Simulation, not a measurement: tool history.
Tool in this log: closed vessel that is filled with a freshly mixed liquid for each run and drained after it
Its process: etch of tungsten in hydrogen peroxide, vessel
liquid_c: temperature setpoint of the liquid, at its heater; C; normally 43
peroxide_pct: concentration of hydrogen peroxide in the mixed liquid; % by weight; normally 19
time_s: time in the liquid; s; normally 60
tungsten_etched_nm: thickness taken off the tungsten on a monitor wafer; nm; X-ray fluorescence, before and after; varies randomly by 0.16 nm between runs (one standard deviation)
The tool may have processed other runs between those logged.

run,day,liquid_c,peroxide_pct,time_s,wafers since the last listed run,hours since the thermometer was replaced,hours since the peroxide flow meter was replaced,hours since the drum of peroxide was connected,hours since the gauge calibration,"read-back film thickness of the tungsten reference wafer, read on the same gauge (nm)",tungsten_etched_nm
1,0,43,19,60,0,575.6,888.9,116.3,886.3,40.01,37.56
2,1.771,43,19,60,3019,618.1,931.4,158.8,928.8,40.01,37.87
3,2.95,43,19,60,2010,646.4,959.7,187.1,957.1,40,37.84
4,5.767,43,19,60,4803,714,1027.3,254.7,1024.7,40.01,37.93
5,8.362,43,19,60,4426,776.3,1089.6,317,1087,40.02,37.8
6,9.729,43,19,60,2330,809.1,1122.4,349.8,1119.8,40,38.12
7,11.162,43,19,60,2444,843.5,1156.8,384.2,1154.2,39.99,37.68
8,12.725,43,19,60,2664,881,1194.3,421.7,1191.7,40,37.83
9,13.758,43,19,60,1762,905.8,1219.1,446.5,1216.5,40.02,37.97
10,15.608,43,19,60,3154,950.2,1263.5,490.9,1260.9,39.99,37.96
11,16.833,43,19,80,2089,979.6,1292.9,520.3,1290.3,40,50.67
12,19.242,46,19,75,4106,1037.4,1350.7,578.1,1348.1,39.99,57.37
13,20.879,43,19,60,2792,1076.7,1390,617.4,1387.4,39.99,37.67
# day 21.721: thermometer replaced
14,23.479,38,16,60,4362,42.2,1452.4,679.8,1449.8,40,23.73
# day 23.796: gauge calibrated
15,25.062,43,19,60,2700,80.2,1490.4,717.8,30.4,40.02,36.06
16,26.588,43,19,60,2600,116.8,1527,754.4,67,39.99,35.76
# day 28.408: new drum of peroxide connected
17,28.533,52.5,22,35,3247,163.5,1573.7,3,113.7,40.02,42.11
18,34.392,47,15.5,60,9990,304.1,1714.3,143.6,254.3,40.01,43.36
19,35.983,43,19,60,2714,342.3,1752.5,181.8,292.5,40.02,37.48
# day 36.738: peroxide flow meter replaced
20,37.462,43,19,60,2451,377.8,17.4,217.3,328,40,37.29
21,40.117,37.5,19,45,4526,441.5,81.1,281,391.7,39.98,19.48
22,42.654,43,19,60,4327,502.4,142,341.9,452.6,39.99,37.28
23,43.746,51,17.5,80,1861,528.6,168.2,368.1,478.8,39.99,77.9
24,47.867,36,16,50,7027,627.5,267.1,467,577.7,39.99,18.16
25,50.312,35,24,80,4170,686.2,325.8,525.7,636.4,40,33.03
26,52.988,35.5,21,60,4561,750.4,390,589.9,700.6,40,24.09

Consider 3 possible next runs. They are alternatives, not a sequence: every one starts from the tool as it was left by run 26. What does each give?
A,53.017,43,14.5,60,49,751.1,390.7,590.6,701.3,?,?
B,53.017,36,22.5,60,49,751.1,390.7,590.6,701.3,?,?
C,53.017,37,21,80,49,751.1,390.7,590.6,701.3,?,?

run,"read-back film thickness of the tungsten reference wafer, read on the same gauge (nm)",tungsten_etched_nm
A,40,32.4
B,40,25.6
C,40,35.24
With no hidden state in the tool, these same runs would have given:
run,tungsten_etched_nm
A,32.14
B,25.34
C,34.89

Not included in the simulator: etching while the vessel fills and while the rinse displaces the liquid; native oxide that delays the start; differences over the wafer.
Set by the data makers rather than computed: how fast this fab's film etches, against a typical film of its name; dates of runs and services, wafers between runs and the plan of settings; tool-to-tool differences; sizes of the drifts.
